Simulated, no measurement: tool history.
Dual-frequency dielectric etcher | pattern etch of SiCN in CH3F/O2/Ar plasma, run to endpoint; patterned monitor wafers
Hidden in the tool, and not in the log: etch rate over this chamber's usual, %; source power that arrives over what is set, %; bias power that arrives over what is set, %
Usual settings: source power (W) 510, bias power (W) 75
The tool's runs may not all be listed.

run,hour,source power (W),bias power (W),wafers since the last listed run,hours since the last wet clean,hours since the last source power generator calibration,hours since the last bias power generator calibration,hours since the last upper electrode change,"incoming incoming film thickness, nm",endpoint time (s)
1,0,510,75,0,213.9,1416.9,2306.1,4378.5,6.49,15.5
2,28.6,510,75,538,242.5,1445.5,2334.7,4407.1,6.38,15
3,63.7,420,75,660,277.6,1480.6,2369.8,4442.2,6.41,15.8
4,95.9,420,75,606,309.8,1512.8,2402,4474.4,6.36,15.7
5,119.7,420,75,447,333.6,1536.6,2425.8,4498.2,6.43,15.9
6,133.7,510,90,263,347.6,1550.6,2439.8,4512.2,6.4,14.4
7,156,510,90,419,369.9,1572.9,2462.1,4534.5,6.38,14.6
8,178.1,510,90,415,392,1595,2484.2,4556.6,6.46,14.7
9,191.2,510,75,246,405.1,1608.1,2497.3,4569.7,6.39,15.4
10,217.6,590,63,496,431.5,1634.5,2523.7,4596.1,6.45,15.3
# hour 226.2: bias power generator calibrated
11,241.7,590,63,378,455.6,1658.6,15.5,4620.2,6.43,15.2
# hour 285: upper electrode replaced
12,285.5,580,75,372,499.4,1702.4,59.3,0.5,6.47,14.9
13,292.9,580,75,139,506.8,1709.8,66.7,7.9,6.34,14.6
14,323.4,580,70,574,537.3,1740.3,97.2,38.4,6.4,14.9
# hour 337.6: source power generator calibrated
15,338.9,470,91,216,552.8,1.3,112.7,53.9,6.4,14.7
16,366.8,470,64,525,580.7,29.2,140.6,81.8,6.45,16.1
17,383.5,630,56,314,597.4,45.9,157.3,98.5,6.38,15.5
# hour 410.6: wet clean of the chamber
18,411.1,510,75,67,0.5,73.5,184.9,126.1,6.3,14.7
19,424.1,450,81,244,13.5,86.5,197.9,139.1,6.33,15.4
20,449,510,92,468,38.4,111.4,222.8,164,6.36,14.1
21,468.3,510,75,363,57.7,130.7,242.1,183.3,6.39,15.2
22,493.3,450,60,470,82.7,155.7,267.1,208.3,6.41,16.5
23,565.8,470,75,1364,155.2,228.2,339.6,280.8,6.33,15.4
24,592.2,390,89,496,181.6,254.6,366,307.2,6.4,15.4
25,627.2,390,85,658,216.6,289.6,401,342.2,6.44,15.7
26,641.6,470,92,271,231,304,415.4,356.6,6.39,14.6
27,656.7,510,59,284,246.1,319.1,430.5,371.7,6.47,16.3

What the log doesn't show, run by run:
etch rate over this chamber's usual, %: 0 in every run
source power that arrives over what is set, %: 0 in every run
bias power that arrives over what is set, %: 0 in every run

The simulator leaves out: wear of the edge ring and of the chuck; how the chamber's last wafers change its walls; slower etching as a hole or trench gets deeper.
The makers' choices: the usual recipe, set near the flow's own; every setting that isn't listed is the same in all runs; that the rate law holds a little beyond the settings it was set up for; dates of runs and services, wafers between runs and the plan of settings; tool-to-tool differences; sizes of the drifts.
